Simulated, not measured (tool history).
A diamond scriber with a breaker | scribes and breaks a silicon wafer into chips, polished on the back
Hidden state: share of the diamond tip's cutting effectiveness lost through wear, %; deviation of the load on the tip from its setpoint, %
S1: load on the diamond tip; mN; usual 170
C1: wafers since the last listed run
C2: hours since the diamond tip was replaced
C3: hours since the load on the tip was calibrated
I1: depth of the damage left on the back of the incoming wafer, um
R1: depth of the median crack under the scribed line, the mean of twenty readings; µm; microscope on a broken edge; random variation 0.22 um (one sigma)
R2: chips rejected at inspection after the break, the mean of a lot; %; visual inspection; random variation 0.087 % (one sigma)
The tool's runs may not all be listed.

run   hour   S1  C1     C2      C3    I1     R1     R2
  1      0  170   0   51.9   961.1  0.04  13.38   1.02
  2   15.6  170  24   67.5   976.7  0.01   13.7   1.16
  3   46.4  170  48   98.3  1007.5  0.04  13.53   1.12
  4   74.3  135  43  126.2  1035.4  0.03  10.66   7.81
  5   96.7  170  35  148.6  1057.8  0.02  13.49   1.22
  6  118.6  170  34  170.5  1079.7  0.05  13.54   1.04
  7  151.6  170  51  203.5  1112.7  0.05  13.69   1.17
  8  184.3  157  51  236.2  1145.4  0.02  12.72   1.93
     215.8  -- load on the tip recalibrated
  9  220.2  140  53  272.1     4.4  0.02  11.29   5.69
 10    246  170  40  297.9    30.2  0.03  13.55   1.05
 11  267.5  138  33  319.4    51.7  0.01  10.86   6.99
 12  300.4  170  51  352.3    84.6  0.04  13.44   1.14
 13  335.5  152  55  387.4   119.7  0.02  11.92   2.53
 14  370.2  170  54  422.1   154.4  0.05   13.7   1.02
 15  386.9  205  26  438.8   171.1  0.02  15.76   5.05
 16    406  170  30  457.9   190.2  0.02  13.18   1.11
 17    427  132  33  478.9   211.2  0.02  10.43    9.5
 18  458.5  216  49  510.4   242.7  0.05  17.26    7.2
     494.2  -- diamond tip replaced by a new one
 19  494.7  211  53    0.5   278.9  0.03  16.58   6.35
 20  512.5  170  28   18.3   296.7  0.03  13.64   1.13
 21    529  170  25   34.8   313.2  0.03  13.67   1.08
 22  541.7  124  20   47.5   325.9  0.04   9.45  15.31
 23  569.1  170  43   74.9   353.3  0.04  13.36   1.16
 24    605  129  56  110.8   389.2  0.04   9.99  11.68
 25  635.6  212  48  141.4   419.8  0.01  16.69   6.16

Hidden state at the last listed run before each entry between runs and at the first one after, where it differs:
Between runs 8 and 9: load on the tip recalibrated (hour 215.8)
  no hidden state differs between the two runs
Between runs 18 and 19: diamond tip replaced by a new one (hour 494.2)
  no hidden state differs between the two runs

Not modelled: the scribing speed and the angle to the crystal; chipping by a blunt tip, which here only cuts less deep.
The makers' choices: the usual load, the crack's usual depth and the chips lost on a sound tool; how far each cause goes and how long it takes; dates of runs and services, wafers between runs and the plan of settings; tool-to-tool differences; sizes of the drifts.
